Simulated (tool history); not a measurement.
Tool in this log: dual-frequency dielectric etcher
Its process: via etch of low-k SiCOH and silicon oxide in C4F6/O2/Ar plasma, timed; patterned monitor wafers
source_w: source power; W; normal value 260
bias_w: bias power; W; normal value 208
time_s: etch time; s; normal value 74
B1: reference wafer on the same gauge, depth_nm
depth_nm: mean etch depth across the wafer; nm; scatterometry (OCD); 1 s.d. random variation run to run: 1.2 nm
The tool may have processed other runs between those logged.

{"run": 1, "hour": 0.0, "source_w": 260, "bias_w": 208, "time_s": 74, "B1": 220, "depth_nm": 193.5}
{"run": 2, "hour": 35.5, "source_w": 260, "bias_w": 208, "time_s": 74, "B1": 220, "depth_nm": 196}
{"run": 3, "hour": 95.7, "source_w": 260, "bias_w": 208, "time_s": 74, "B1": 219.8, "depth_nm": 197}
{"hour": 137.1, "done": "gauge calibrated"}
{"run": 4, "hour": 159.9, "source_w": 220, "bias_w": 230, "time_s": 74, "B1": 220.2, "depth_nm": 196.7}
{"run": 5, "hour": 214.9, "source_w": 220, "bias_w": 230, "time_s": 74, "B1": 220, "depth_nm": 198.6}
{"hour": 229.2, "done": "bias power generator calibrated"}
{"hour": 291.2, "done": "wet clean of the chamber"}
{"run": 6, "hour": 291.7, "source_w": 220, "bias_w": 230, "time_s": 74, "B1": 219.9, "depth_nm": 194.1}
{"run": 7, "hour": 306.5, "source_w": 260, "bias_w": 208, "time_s": 74, "B1": 220.1, "depth_nm": 196.6}
{"hour": 361.2, "done": "upper electrode replaced"}
{"hour": 365.0, "done": "source power generator calibrated"}
{"run": 8, "hour": 365.5, "source_w": 260, "bias_w": 208, "time_s": 64, "B1": 219.8, "depth_nm": 168}
{"run": 9, "hour": 386.4, "source_w": 260, "bias_w": 173, "time_s": 74, "B1": 219.9, "depth_nm": 184.9}
{"run": 10, "hour": 416.7, "source_w": 260, "bias_w": 255, "time_s": 82, "B1": 220.1, "depth_nm": 235.3}
{"run": 11, "hour": 461.6, "source_w": 260, "bias_w": 208, "time_s": 74, "B1": 220.5, "depth_nm": 198.7}
{"run": 12, "hour": 491.1, "source_w": 260, "bias_w": 244, "time_s": 57, "B1": 220, "depth_nm": 163.1}
{"run": 13, "hour": 550.1, "source_w": 260, "bias_w": 208, "time_s": 74, "B1": 220.3, "depth_nm": 202.9}
{"hour": 560.3, "done": "gauge calibrated"}
{"run": 14, "hour": 577.7, "source_w": 320, "bias_w": 243, "time_s": 53.5, "B1": 219.8, "depth_nm": 163.8}
{"hour": 630.6, "done": "wet clean of the chamber"}
{"run": 15, "hour": 631.1, "source_w": 260, "bias_w": 165, "time_s": 74, "B1": 220.1, "depth_nm": 178.1}
{"run": 16, "hour": 653.1, "source_w": 210, "bias_w": 163, "time_s": 79.5, "B1": 219.9, "depth_nm": 181.5}
{"run": 17, "hour": 713.8, "source_w": 290, "bias_w": 192, "time_s": 74, "B1": 219.9, "depth_nm": 195.8}

Predict each of these 4 candidate next runs independently; none follows another, all start after run 17:
{"run": "A", "hour": 714.2, "source_w": 260, "bias_w": 208, "time_s": 74, "B1": "?", "depth_nm": "?"}
{"run": "B", "hour": 714.2, "source_w": 240, "bias_w": 188, "time_s": 74, "B1": "?", "depth_nm": "?"}
{"run": "C", "hour": 714.2, "source_w": 230, "bias_w": 208, "time_s": 56.5, "B1": "?", "depth_nm": "?"}
{"run": "D", "hour": 714.2, "source_w": 300, "bias_w": 157, "time_s": 82, "B1": "?", "depth_nm": "?"}

run=A B1=220.4 depth_nm=194.6
run=B B1=220.4 depth_nm=183.8
run=C B1=220.4 depth_nm=143.9
run=D B1=220.4 depth_nm=203
Without the tool's unlogged condition, the same runs would have read:
run=A depth_nm=192.5
run=B depth_nm=181.8
run=C depth_nm=142.4
run=D depth_nm=200.8

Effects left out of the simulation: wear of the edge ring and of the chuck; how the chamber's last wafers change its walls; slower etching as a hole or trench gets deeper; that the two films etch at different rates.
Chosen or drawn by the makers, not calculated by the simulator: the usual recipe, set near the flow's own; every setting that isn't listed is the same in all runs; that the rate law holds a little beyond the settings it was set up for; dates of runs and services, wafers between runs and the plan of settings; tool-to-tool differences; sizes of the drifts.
